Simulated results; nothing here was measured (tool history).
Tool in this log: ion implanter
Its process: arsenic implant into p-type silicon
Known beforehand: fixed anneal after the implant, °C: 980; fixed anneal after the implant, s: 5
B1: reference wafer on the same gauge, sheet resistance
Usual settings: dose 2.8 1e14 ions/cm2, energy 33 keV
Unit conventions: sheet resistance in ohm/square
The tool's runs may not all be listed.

{"run": 1, "hour": 0.0, "dose": 2.8, "energy": 33, "B1": 244.94, "sheet resistance": 301.55}
{"run": 2, "hour": 9.8, "dose": 2.8, "energy": 33, "B1": 245.1, "sheet resistance": 302.28}
{"run": 3, "hour": 16.4, "dose": 2.17, "energy": 33, "B1": 244.84, "sheet resistance": 361.99}
{"run": 4, "hour": 31.5, "dose": 2.17, "energy": 33, "B1": 245.09, "sheet resistance": 363.34}
{"run": 5, "hour": 41.6, "dose": 2.17, "energy": 33, "B1": 245, "sheet resistance": 363.64}
{"run": 6, "hour": 52.9, "dose": 2.8, "energy": 33, "B1": 245.05, "sheet resistance": 302.71}
{"run": 7, "hour": 68.7, "dose": 2.8, "energy": 33, "B1": 245, "sheet resistance": 301.72}
{"run": 8, "hour": 77.9, "dose": 2.8, "energy": 33, "B1": 245.08, "sheet resistance": 302.11}
{"run": 9, "hour": 90.1, "dose": 2.51, "energy": 33, "B1": 244.97, "sheet resistance": 326.21}
{"run": 10, "hour": 106.6, "dose": 2.51, "energy": 33, "B1": 245.01, "sheet resistance": 327.14}
{"run": 11, "hour": 115.6, "dose": 2.51, "energy": 33, "B1": 244.97, "sheet resistance": 327}
{"run": 12, "hour": 131.9, "dose": 2.8, "energy": 33, "B1": 244.84, "sheet resistance": 302.24}
{"hour": 153.3, "done": "Faraday cup replaced and dose calibrated"}
{"run": 13, "hour": 153.8, "dose": 2.8, "energy": 33, "B1": 244.99, "sheet resistance": 280.41}
{"run": 14, "hour": 155.0, "dose": 2.8, "energy": 33, "B1": 244.99, "sheet resistance": 281.09}
{"run": 15, "hour": 168.1, "dose": 2.8, "energy": 37, "B1": 245, "sheet resistance": 276.64}
{"run": 16, "hour": 178.7, "dose": 2.8, "energy": 37, "B1": 244.91, "sheet resistance": 276.63}
{"run": 17, "hour": 188.1, "dose": 2.52, "energy": 37, "B1": 244.99, "sheet resistance": 299.29}
{"run": 18, "hour": 204.7, "dose": 2.18, "energy": 23.5, "B1": 244.98, "sheet resistance": 356.56}
{"run": 19, "hour": 211.9, "dose": 2.13, "energy": 39.5, "B1": 245.05, "sheet resistance": 332.97}
{"run": 20, "hour": 227.2, "dose": 2.33, "energy": 40.5, "B1": 244.91, "sheet resistance": 310.96}
{"run": 21, "hour": 243.3, "dose": 3.2, "energy": 21.5, "B1": 244.97, "sheet resistance": 272.12}
{"run": 22, "hour": 253.4, "dose": 3.46, "energy": 23.5, "B1": 244.95, "sheet resistance": 253.79}
{"run": 23, "hour": 259.8, "dose": 2.52, "energy": 37, "B1": 245.09, "sheet resistance": 299.1}
{"hour": 270.9, "done": "Faraday cup replaced and dose calibrated, repeated, since the last time left the tool worse"}
{"run": 24, "hour": 274.0, "dose": 2.35, "energy": 27, "B1": 245.04, "sheet resistance": 344.23}
{"run": 25, "hour": 286.8, "dose": 2.17, "energy": 26.5, "B1": 245.04, "sheet resistance": 366.39}
{"hour": 293.5, "done": "gauge calibrated"}
{"hour": 301.0, "done": "extraction supply calibrated"}
{"run": 26, "hour": 301.6, "dose": 2.8, "energy": 33, "B1": 245.07, "sheet resistance": 294.1}
{"run": 27, "hour": 319.2, "dose": 3.2, "energy": 26.5, "B1": 245.01, "sheet resistance": 276.59}
{"run": 28, "hour": 330.6, "dose": 2.8, "energy": 27, "B1": 245, "sheet resistance": 303.49}
{"run": 29, "hour": 342.6, "dose": 2.11, "energy": 40, "B1": 244.86, "sheet resistance": 350.13}
{"run": 30, "hour": 357.0, "dose": 2.09, "energy": 27, "B1": 244.95, "sheet resistance": 376.46}
{"run": 31, "hour": 374.2, "dose": 2.06, "energy": 41, "B1": 244.94, "sheet resistance": 355.33}
{"run": 32, "hour": 385.8, "dose": 2.38, "energy": 33, "B1": 245.03, "sheet resistance": 331.86}
{"run": 33, "hour": 393.6, "dose": 2.8, "energy": 33, "B1": 244.96, "sheet resistance": 295.12}
{"run": 34, "hour": 411.6, "dose": 2.8, "energy": 38.5, "B1": 245.06, "sheet resistance": 287.37}
{"run": 35, "hour": 418.6, "dose": 2.8, "energy": 33, "B1": 245.04, "sheet resistance": 295}

What does the tool deliver on the next run?
{"run": 36, "hour": 434.3, "dose": 2.8, "energy": 33, "B1": "?", "sheet resistance": "?"}

Run 36 came out at B1 245.04, sheet resistance 294.84 ohm/square.
With the hidden condition absent and the run-to-run variation left alone, this run would have shown sheet resistance 293.92 ohm/square.

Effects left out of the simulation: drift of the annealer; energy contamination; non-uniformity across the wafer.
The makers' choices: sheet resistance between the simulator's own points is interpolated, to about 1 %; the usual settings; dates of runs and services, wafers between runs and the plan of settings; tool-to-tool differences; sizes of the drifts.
